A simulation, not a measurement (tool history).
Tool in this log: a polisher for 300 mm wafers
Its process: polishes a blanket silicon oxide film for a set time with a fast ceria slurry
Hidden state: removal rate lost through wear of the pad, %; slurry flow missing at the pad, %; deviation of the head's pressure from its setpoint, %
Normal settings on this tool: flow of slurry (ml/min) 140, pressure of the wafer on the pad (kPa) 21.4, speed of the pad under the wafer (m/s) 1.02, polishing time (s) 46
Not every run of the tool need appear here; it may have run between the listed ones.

run	hour	flow of slurry (ml/min)	pressure of the wafer on the pad (kPa)	speed of the pad under the wafer (m/s)	polishing time (s)	wafers since the last listed run	wafers polished on this pad	hours since the slurry nozzle was cleaned	hours since the head pressure was calibrated	incoming thickness of the incoming film, nm	film removed (angstrom)
1	0.0	140	21.4	0.78	46	0	549	637.4	407.7	2244.9	5680
2	19.2	140	21.4	1.02	37	203	752	656.6	426.9	2271.1	5997
3	36.6	140	21.4	1.02	37	184	937	674.0	444.3	2237.4	5959
4	50.6	140	21.4	1.02	37	148	1085	688.0	458.3	2260.6	5870
# hour 61.5: worn pad replaced by a new one
5	66.0	140	21.4	1.02	46	120	47	703.4	473.7	2234.2	7376
6	86.0	140	21.4	1.02	46	211	259	723.4	493.7	2241.7	7256
7	99.7	140	21.4	1.02	46	145	404	737.1	507.4	2261.8	7246
8	111.9	140	24.8	1.28	46	129	533	749.3	519.6	2255.4	10513
9	122.8	140	24.8	1.28	46	115	649	760.2	530.5	2226.0	10594
10	131.6	140	24.8	1.28	46	93	742	769.0	539.3	2249.3	10654
11	144.5	140	21.4	1.02	46	136	879	781.9	552.2	2269.2	7228
# hour 153.6: head pressure recalibrated
# hour 165.3: worn pad replaced by a new one
12	165.8	165	21.4	1.02	46	162	5	803.2	12.2	2231.8	7810
13	168.1	165	21.4	1.02	46	24	29	805.5	14.5	2234.9	7774
14	178.4	140	21.4	1.02	46	109	138	815.8	24.8	2228.6	7459
15	192.6	140	21.4	1.02	46	150	289	830.0	39.0	2247.5	7630
16	207.4	140	21.4	1.02	46	156	445	844.8	53.8	2261.2	7582
17	220.6	160	21.4	1.02	46	139	585	858.0	67.0	2245.4	7721
18	235.9	185	21.4	1.02	40	162	748	873.3	82.3	2204.0	6895
19	245.6	140	24.1	1.02	46	102	850	883.0	92.0	2239.3	8514
20	253.3	140	18.6	0.68	60	81	932	890.7	99.7	2242.6	5676
# hour 258.9: worn pad replaced by a new one
21	259.9	140	21.4	1.02	46	27	10	897.3	106.3	2251.3	7466
# hour 268.7: slurry nozzle cleaned
22	272.8	140	19.3	1.12	46	126	136	4.1	119.2	2223.5	7515
23	284.4	140	21.4	1.02	38	122	259	15.7	130.8	2231.1	6248
24	336.3	140	19.3	1.02	46	550	809	67.6	182.7	2260.4	6769
25	345.6	140	21.4	1.02	46	98	908	76.9	192.0	2287.3	7478
26	359.6	140	26.2	1.02	46	148	1056	90.9	206.0	2253.4	9224
# hour 364.3: worn pad replaced by a new one
27	367.6	110	21.4	0.86	55	42	34	98.9	214.0	2247.8	7109
28	376.9	155	21.4	1.02	46	98	133	108.2	223.3	2226.0	7652
29	384.5	160	14.5	1.20	60	80	213	115.8	230.9	2277.7	7973
30	397.5	140	21.4	1.02	46	137	351	128.8	243.9	2203.3	7418
31	419.0	140	21.4	1.02	46	227	579	150.3	265.4	2257.8	7509
32	427.2	140	15.2	1.24	46	86	666	158.5	273.6	2232.3	6457
33	439.5	140	21.4	1.02	46	130	796	170.8	285.9	2260.7	7535
34	454.9	140	29.0	1.02	46	163	960	186.2	301.3	2260.1	10099
35	465.0	95	21.4	0.86	37	107	1067	196.3	311.4	2251.7	4584
36	479.3	175	21.4	1.02	54	151	1218	210.6	325.7	2274.9	9013

5 options for the next run, each taken on its own from the tool as it stands now. Forecast them:
A	479.7	140	21.4	1.16	46	4	1222	211.0	326.1	2224.6	?
B	479.7	170	16.5	1.32	36	4	1222	211.0	326.1	2224.6	?
C	479.7	140	28.3	1.02	38	4	1222	211.0	326.1	2224.6	?
D	479.7	110	14.5	1.02	46	4	1222	211.0	326.1	2224.6	?
E	479.7	140	15.2	1.02	46	4	1222	211.0	326.1	2224.6	?

run	film removed (angstrom)
A	8458
B	6042
C	8126
D	4763
E	5278
The same runs, with their run-to-run variation unchanged, on a tool lacking any hidden condition would have given:
run	film removed (angstrom)
A	8694
B	6211
C	8353
D	4896
E	5426

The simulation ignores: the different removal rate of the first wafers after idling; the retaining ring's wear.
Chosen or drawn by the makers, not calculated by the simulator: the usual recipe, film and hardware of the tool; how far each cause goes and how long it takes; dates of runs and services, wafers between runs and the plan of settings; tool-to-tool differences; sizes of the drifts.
